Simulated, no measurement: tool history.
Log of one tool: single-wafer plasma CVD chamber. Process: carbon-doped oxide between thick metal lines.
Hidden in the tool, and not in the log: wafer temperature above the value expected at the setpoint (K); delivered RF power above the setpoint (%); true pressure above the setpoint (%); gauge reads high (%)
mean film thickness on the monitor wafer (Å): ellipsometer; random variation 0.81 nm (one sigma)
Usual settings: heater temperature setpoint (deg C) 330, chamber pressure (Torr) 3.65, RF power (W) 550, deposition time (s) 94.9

run	hour	heater temperature setpoint (deg C)	chamber pressure (Torr)	RF power (W)	deposition time (s)	wafers since the last listed run	hours since the last thermocouple change	hours since the last RF generator calibration	hours since the last manometer calibration	hours since the showerhead was replaced	hours since the gauge calibration	read-back reference wafer on the same gauge, thickness_nm	mean film thickness on the monitor wafer (Å)
1	0.0	318	3.65	550	94.9	0	1996.1	2134.3	1815.8	5684.6	122.9	633.131	5364.70
2	13.0	330	3.65	550	94.9	121	2009.1	2147.3	1828.8	5697.6	135.9	633.101	5128.95
3	25.8	330	3.65	550	94.9	119	2021.9	2160.1	1841.6	5710.4	148.7	632.814	5121.70
4	36.0	330	3.65	550	94.9	94	2032.1	2170.3	1851.8	5720.6	158.9	633.046	5131.92
5	45.9	330	3.65	550	94.9	92	2042.0	2180.2	1861.7	5730.5	168.8	633.002	5107.11
6	97.0	326	3.65	550	94.9	475	2093.1	2231.3	1912.8	5781.6	219.9	633.059	5193.76
7	105.6	326	3.65	550	94.9	80	2101.7	2239.9	1921.4	5790.2	228.5	632.952	5194.97
8	118.5	326	3.65	550	94.9	120	2114.6	2252.8	1934.3	5803.1	241.4	632.967	5186.01
# hour 132.6: capacitance manometer re-zeroed and calibrated
# hour 135.5: thermocouple changed; heater temperature recalibrated
9	136.0	339	3.65	550	94.9	61	0.5	2270.3	3.4	5820.6	258.9	632.818	4949.60
10	145.0	330	3.65	550	100.4	83	9.5	2279.3	12.4	5829.6	267.9	632.915	5411.80
11	156.0	343	3.14	640	94.9	102	20.5	2290.3	23.4	5840.6	278.9	633.021	5295.56
# hour 172.2: showerhead replaced
# hour 176.0: gauge calibrated
# hour 185.0: RF generator calibrated
12	196.1	330	3.65	550	101.6	224	60.6	11.1	63.5	23.9	20.1	632.983	5771.73
13	205.0	340	4.03	485	79.5	82	69.5	20.0	72.4	32.8	29.0	632.799	4085.23
14	216.2	339	3.65	550	94.9	104	80.7	31.2	83.6	44.0	40.2	633.171	5231.50
15	231.5	330	3.65	550	94.9	142	96.0	46.5	98.9	59.3	55.5	633.060	5383.62
16	243.5	319	4.37	620	94.9	111	108.0	58.5	110.9	71.3	67.5	633.151	6184.98

Hidden state at the last listed run before each entry between runs and at the first one after, where it differs:
Between runs 8 and 9: capacitance manometer re-zeroed and calibrated (hour 132.6); thermocouple changed; heater temperature recalibrated (hour 135.5)
  delivered RF power above the setpoint (%): -8.57 -> -8.63
  measured less the result without the state, mean film thickness on the monitor wafer (Å): -299.22 -> -287.89
Between runs 11 and 12: showerhead replaced (hour 172.2); gauge calibrated (hour 176.0); RF generator calibrated (hour 185.0)
  delivered RF power above the setpoint (%): -8.71 -> -0.265
  measured less the result without the state, mean film thickness on the monitor wafer (Å): -300.93 -> -9.59
